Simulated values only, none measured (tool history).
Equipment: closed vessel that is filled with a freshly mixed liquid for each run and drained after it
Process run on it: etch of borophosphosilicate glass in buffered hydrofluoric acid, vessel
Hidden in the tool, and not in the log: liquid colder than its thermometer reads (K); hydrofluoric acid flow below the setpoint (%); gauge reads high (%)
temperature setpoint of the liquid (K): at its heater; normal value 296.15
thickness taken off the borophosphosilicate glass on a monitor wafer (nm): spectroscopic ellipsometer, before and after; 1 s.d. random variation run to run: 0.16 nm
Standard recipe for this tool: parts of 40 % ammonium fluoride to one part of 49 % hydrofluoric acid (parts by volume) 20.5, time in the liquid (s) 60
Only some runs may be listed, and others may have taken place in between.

| run | day | temperature setpoint of the liquid (K) | parts of 40 % ammonium fluoride to one part of 49 % hydrofluoric acid (parts by volume) | time in the liquid (s) | wafers since the last listed run | hours since the thermometer was replaced | hours since the hydrofluoric acid flow meter was replaced | hours since the gauge calibration | read-back film thickness of the borophosphosilicate glass reference wafer, read on the same gauge (nm) | thickness taken off the borophosphosilicate glass on a monitor wafer (nm) |
|---|---|---|---|---|---|---|---|---|---|---|
| 1 | 0 | 297.15 | 20.5 | 60 | 0 | 739.9 | 1767.2 | 239.5 | 140.01 | 33.88 |
| 2 | 1.046 | 297.15 | 20.5 | 60 | 2640 | 765 | 1792.3 | 264.6 | 140 | 33.69 |
|  | 1.804 | gauge calibrated |
| 3 | 1.9 | 296.15 | 20.5 | 60 | 2156 | 785.5 | 1812.8 | 2.3 | 140.05 | 31.78 |
| 4 | 5.058 | 296.15 | 20.5 | 60 | 7974 | 861.3 | 1888.6 | 78.1 | 140.01 | 31.47 |
| 5 | 6.204 | 296.15 | 20.5 | 60 | 2892 | 888.8 | 1916.1 | 105.6 | 139.98 | 31.56 |
| 6 | 7.483 | 296.15 | 20.5 | 60 | 3229 | 919.5 | 1946.8 | 136.3 | 139.99 | 31.48 |
|  | 7.983 | thermometer replaced |
| 7 | 8.633 | 296.15 | 20.5 | 60 | 2798 | 15.6 | 1974.4 | 163.9 | 140.04 | 32.64 |
| 8 | 9.367 | 296.15 | 20.5 | 60 | 1851 | 33.2 | 1992 | 181.5 | 139.98 | 33 |
| 9 | 10.671 | 296.15 | 20.5 | 60 | 3292 | 64.5 | 2023.3 | 212.8 | 140.01 | 32.87 |
| 10 | 11.692 | 296.15 | 20.5 | 60 | 2577 | 89 | 2047.8 | 237.3 | 140.01 | 32.72 |
| 11 | 12.392 | 296.15 | 20.5 | 60 | 1767 | 105.8 | 2064.6 | 254.1 | 139.99 | 32.54 |
|  | 13.754 | gauge calibrated |
| 12 | 13.783 | 296.15 | 13 | 60 | 3513 | 139.2 | 2098 | 0.7 | 139.98 | 49.12 |
| 13 | 14.908 | 296.15 | 20.5 | 60 | 2840 | 166.2 | 2125 | 27.7 | 140 | 32.57 |
|  | 15.15 | hydrofluoric acid flow meter replaced |
| 14 | 15.654 | 298.65 | 13.5 | 75 | 1777 | 184.1 | 12.1 | 45.6 | 140.01 | 75.39 |
| 15 | 16.742 | 296.15 | 26.5 | 40 | 2745 | 210.2 | 38.2 | 71.7 | 140.01 | 19.71 |
| 16 | 17.479 | 296.15 | 20.5 | 60 | 1862 | 227.9 | 55.9 | 89.4 | 139.99 | 35.18 |
| 17 | 18.879 | 296.15 | 27 | 60 | 3534 | 261.5 | 89.5 | 123 | 140.01 | 28.79 |
| 18 | 19.842 | 298.65 | 13 | 45 | 2430 | 284.6 | 112.6 | 146.1 | 140 | 46.49 |
| 19 | 20.754 | 296.15 | 20.5 | 70 | 2303 | 306.5 | 134.5 | 168 | 139.96 | 40.81 |
| 20 | 21.875 | 296.15 | 27 | 60 | 2829 | 333.4 | 161.4 | 194.9 | 140.05 | 28.68 |

4 options for the next run, each taken on its own from the tool as it stands now. Forecast them:
| A | 21.904 | 296.15 | 20.5 | 60 | 73 | 334.1 | 162.1 | 195.6 | ? | ? |
| B | 21.904 | 296.15 | 16.5 | 30 | 73 | 334.1 | 162.1 | 195.6 | ? | ? |
| C | 21.904 | 298.65 | 13 | 75 | 73 | 334.1 | 162.1 | 195.6 | ? | ? |
| D | 21.904 | 291.65 | 26.5 | 80 | 73 | 334.1 | 162.1 | 195.6 | ? | ? |

| run | read-back film thickness of the borophosphosilicate glass reference wafer, read on the same gauge (nm) | thickness taken off the borophosphosilicate glass on a monitor wafer (nm) |
|---|---|---|
| A | 140 | 34.81 |
| B | 140 | 21.29 |
| C | 140 | 77.1 |
| D | 140 | 30.26 |
The same runs, with their run-to-run variation unchanged, on a tool lacking any hidden condition would have given:
| run | thickness taken off the borophosphosilicate glass on a monitor wafer (nm) |
|---|---|
| A | 36.13 |
| B | 22.23 |
| C | 80.47 |
| D | 31.43 |
